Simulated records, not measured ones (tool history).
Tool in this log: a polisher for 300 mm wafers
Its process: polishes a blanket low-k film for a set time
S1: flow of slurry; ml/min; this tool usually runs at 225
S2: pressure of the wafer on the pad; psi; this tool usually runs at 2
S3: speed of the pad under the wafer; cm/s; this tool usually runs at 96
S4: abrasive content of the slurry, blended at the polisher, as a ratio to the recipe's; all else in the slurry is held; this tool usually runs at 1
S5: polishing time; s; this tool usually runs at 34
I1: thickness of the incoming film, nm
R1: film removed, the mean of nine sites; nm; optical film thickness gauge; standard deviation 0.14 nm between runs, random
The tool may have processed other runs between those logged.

run   hour   S1   S2   S3   S4  S5     I1    R1
  1      0  225  2.3   96    1  34  408.1  14.1
      15.8  -- worn pad replaced by a new one
  2   28.1  225  2.3   96    1  34  410.8  14.1
  3   49.2  225    2   80    1  40  405.1  13.4
  4   72.9  225    2   80    1  40  402.5  13.1
  5   94.1  225    2   96    1  34  408.6  12.1
     109.5  -- worn pad replaced by a new one, of another model than before
  6  117.4  225    2   96    1  34    409  12.1
     120.4  -- slurry nozzle cleaned
  7    150  225    2   96    1  34  405.9  11.8
     158.1  -- slurry blender recalibrated
  8  178.9  225  2.3   96    1  34  411.6  12.8
     193.2  -- head pressure recalibrated
     201.2  -- worn pad replaced by a new one
  9  205.7  300    2   84  0.7  30    405   7.7
 10  229.3  185    2   96    1  34  410.3  11.1
 11  243.4  270    2   72    1  46  410.5  12.2
     251.2  -- conditioning disc replaced and pad reconditioned
 12  266.4  225    2   96    1  34  403.4  12.2
     284.9  -- worn pad replaced by a new one
 13  299.6  285    2   86    1  34  410.6  11.8
 14  314.7  250    2   96    1  34    410  12.5
 15  329.6  225  2.7  128  0.8  31  406.5  15.4

Forecast each of these 5 alternatives for the next run:
  A   330  225    2  106     1  34  400.4   ?
  B   330  225    2  108  0.85  34  400.4   ?
  C   330  225  1.8   78     1  34  400.4   ?
  D   330  225  2.2   96     1  44  400.4   ?
  E   330  225    2   96     1  28  400.4   ?

run    R1
  A  13.6
  B  12.7
  C   9.9
  D  17.4
  E  10.4
Had the tool no hidden state, the same runs would have come out as:
run    R1
  A  13.9
  B    13
  C  10.1
  D  17.8
  E  10.6
